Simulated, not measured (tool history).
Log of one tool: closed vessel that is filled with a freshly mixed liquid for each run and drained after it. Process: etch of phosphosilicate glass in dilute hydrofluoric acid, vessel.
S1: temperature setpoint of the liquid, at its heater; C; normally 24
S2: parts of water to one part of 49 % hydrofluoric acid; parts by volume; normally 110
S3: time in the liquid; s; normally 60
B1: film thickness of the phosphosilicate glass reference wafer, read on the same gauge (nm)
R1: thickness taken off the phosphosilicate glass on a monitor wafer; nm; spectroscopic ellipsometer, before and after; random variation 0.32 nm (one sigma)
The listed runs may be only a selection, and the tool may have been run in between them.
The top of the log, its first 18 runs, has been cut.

{"run": 19, "hour": 1223.1, "S1": 24, "S2": 110, "S3": 60, "B1": 60, "R1": 101.46}
{"run": 20, "hour": 1324.7, "S1": 24, "S2": 110, "S3": 60, "B1": 60.01, "R1": 99.94}
{"run": 21, "hour": 1416.4, "S1": 24, "S2": 155, "S3": 60, "B1": 60.01, "R1": 67.47}
{"run": 22, "hour": 1520.6, "S1": 24, "S2": 110, "S3": 60, "B1": 60.03, "R1": 99.75}
{"run": 23, "hour": 1596.8, "S1": 20.5, "S2": 145, "S3": 95, "B1": 59.98, "R1": 100.04}
{"run": 24, "hour": 1634.7, "S1": 24, "S2": 110, "S3": 60, "B1": 60.03, "R1": 99.08}
{"run": 25, "hour": 1711.2, "S1": 24, "S2": 110, "S3": 30, "B1": 60.01, "R1": 49.25}
{"run": 26, "hour": 1754.7, "S1": 24, "S2": 145, "S3": 60, "B1": 59.97, "R1": 71.49}
{"run": 27, "hour": 1796.0, "S1": 20, "S2": 110, "S3": 60, "B1": 60.05, "R1": 84.1}
{"run": 28, "hour": 1857.6, "S1": 24, "S2": 110, "S3": 60, "B1": 60.02, "R1": 98.1}
{"hour": 1858.8, "done": "hydrofluoric acid flow meter replaced"}
{"run": 29, "hour": 1934.1, "S1": 27, "S2": 145, "S3": 35, "B1": 60.03, "R1": 48.14}
{"run": 30, "hour": 1986.8, "S1": 28, "S2": 125, "S3": 30, "B1": 59.94, "R1": 50.86}
{"run": 31, "hour": 2070.7, "S1": 19, "S2": 85, "S3": 40, "B1": 60.01, "R1": 73.41}
{"run": 32, "hour": 2121.8, "S1": 19.5, "S2": 80, "S3": 85, "B1": 60.01, "R1": 169.2}

What if the next run were any one of these 4? Each begins from the tool's condition after run 32:
{"run": "A", "hour": 2122.5, "S1": 24, "S2": 110, "S3": 60, "B1": "?", "R1": "?"}
{"run": "B", "hour": 2122.5, "S1": 24, "S2": 125, "S3": 80, "B1": "?", "R1": "?"}
{"run": "C", "hour": 2122.5, "S1": 22, "S2": 110, "S3": 30, "B1": "?", "R1": "?"}
{"run": "D", "hour": 2122.5, "S1": 26, "S2": 110, "S3": 60, "B1": "?", "R1": "?"}

run=A B1=59.96 R1=100.08
run=B B1=59.96 R1=115.31
run=C B1=59.96 R1=46.22
run=D B1=59.96 R1=108.18
Had the tool no hidden state, the same runs would have come out as:
run=A R1=101.68
run=B R1=117.18
run=C R1=46.96
run=D R1=109.92
